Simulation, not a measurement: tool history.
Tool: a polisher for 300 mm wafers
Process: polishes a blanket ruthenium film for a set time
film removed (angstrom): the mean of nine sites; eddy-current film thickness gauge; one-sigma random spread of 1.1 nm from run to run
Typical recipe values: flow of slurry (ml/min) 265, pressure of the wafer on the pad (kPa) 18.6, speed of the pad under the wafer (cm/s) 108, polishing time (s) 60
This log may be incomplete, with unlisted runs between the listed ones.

| run | hour | flow of slurry (ml/min) | pressure of the wafer on the pad (kPa) | speed of the pad under the wafer (cm/s) | polishing time (s) | incoming thickness of the incoming film, nm | film removed (angstrom) |
|---|---|---|---|---|---|---|---|
| 1 | 0.0 | 265 | 18.6 | 108 | 71 | 643.1 | 911 |
| 2 | 12.7 | 265 | 18.6 | 108 | 71 | 640.7 | 920 |
|  | 19.9 | worn pad replaced by a new one |
| 3 | 21.5 | 265 | 18.6 | 108 | 73 | 634.6 | 1056 |
| 4 | 32.5 | 265 | 18.6 | 108 | 73 | 650.2 | 1032 |
| 5 | 46.1 | 265 | 18.6 | 108 | 60 | 641.6 | 810 |
| 6 | 53.9 | 265 | 18.6 | 108 | 60 | 638.6 | 805 |
| 7 | 62.9 | 265 | 18.6 | 132 | 60 | 633.3 | 1000 |
|  | 72.4 | head pressure recalibrated |
| 8 | 75.8 | 265 | 18.6 | 132 | 60 | 638.8 | 955 |
| 9 | 86.8 | 265 | 18.6 | 132 | 60 | 636.2 | 955 |
| 10 | 97.4 | 265 | 20.0 | 108 | 60 | 642.6 | 842 |
| 11 | 103.6 | 265 | 20.0 | 108 | 60 | 635.4 | 821 |
| 12 | 110.8 | 265 | 20.0 | 108 | 60 | 642.6 | 825 |
|  | 118.7 | worn pad replaced by a new one |
| 13 | 122.7 | 265 | 18.6 | 108 | 60 | 641.9 | 864 |
| 14 | 130.6 | 265 | 18.6 | 108 | 60 | 636.4 | 830 |
| 15 | 137.7 | 265 | 18.6 | 108 | 60 | 637.2 | 822 |
| 16 | 152.1 | 265 | 22.1 | 124 | 42 | 641.9 | 759 |
| 17 | 164.8 | 315 | 21.4 | 108 | 71 | 653.6 | 1067 |
| 18 | 178.5 | 175 | 20.7 | 134 | 51 | 641.8 | 867 |
| 19 | 195.0 | 265 | 18.6 | 108 | 78 | 645.6 | 994 |
| 20 | 201.1 | 235 | 22.8 | 130 | 51 | 644.2 | 941 |
| 21 | 208.1 | 265 | 18.6 | 108 | 60 | 629.9 | 760 |
|  | 224.4 | worn pad replaced by a new one |
| 22 | 224.9 | 265 | 18.6 | 108 | 60 | 648.3 | 877 |
| 23 | 259.5 | 265 | 18.6 | 108 | 60 | 630.4 | 788 |
| 24 | 267.1 | 295 | 22.8 | 86 | 60 | 633.3 | 795 |
| 25 | 277.6 | 265 | 24.1 | 108 | 48 | 639.2 | 830 |
| 26 | 283.6 | 265 | 18.6 | 108 | 60 | 630.6 | 781 |
| 27 | 292.3 | 265 | 15.9 | 108 | 60 | 641.6 | 661 |
|  | 293.7 | slurry nozzle cleaned |
| 28 | 300.2 | 265 | 18.6 | 76 | 60 | 633.2 | 543 |
| 29 | 308.5 | 265 | 18.6 | 108 | 60 | 648.6 | 767 |
|  | 313.6 | worn pad replaced by a new one |
| 30 | 318.3 | 190 | 22.8 | 90 | 50 | 640.1 | 715 |
| 31 | 332.3 | 265 | 18.6 | 108 | 60 | 649.2 | 828 |
| 32 | 350.8 | 265 | 18.6 | 146 | 60 | 629.8 | 1082 |
| 33 | 359.0 | 265 | 18.6 | 108 | 60 | 630.7 | 807 |
| 34 | 367.2 | 265 | 18.6 | 144 | 60 | 632.6 | 1066 |
| 35 | 382.8 | 265 | 24.1 | 108 | 41 | 639.5 | 698 |
| 36 | 390.9 | 335 | 23.4 | 84 | 60 | 643.8 | 804 |
|  | 400.5 | worn pad replaced by a new one |
| 37 | 406.6 | 265 | 18.6 | 108 | 60 | 638.2 | 851 |

Alternative continuations, all from the tool just after run 37; predict every row:
| A | 407.0 | 345 | 18.6 | 108 | 60 | 635.5 | ? |
| B | 407.0 | 215 | 20.0 | 72 | 52 | 635.5 | ? |
| C | 407.0 | 240 | 24.8 | 138 | 46 | 635.5 | ? |
| D | 407.0 | 265 | 18.6 | 126 | 60 | 635.5 | ? |

| run | film removed (angstrom) |
|---|---|
| A | 873 |
| B | 520 |
| C | 1106 |
| D | 997 |
Stripped of hidden state, with their random variation kept, the same runs would have yielded:
| run | film removed (angstrom) |
|---|---|
| A | 891 |
| B | 531 |
| C | 1130 |
| D | 1018 |

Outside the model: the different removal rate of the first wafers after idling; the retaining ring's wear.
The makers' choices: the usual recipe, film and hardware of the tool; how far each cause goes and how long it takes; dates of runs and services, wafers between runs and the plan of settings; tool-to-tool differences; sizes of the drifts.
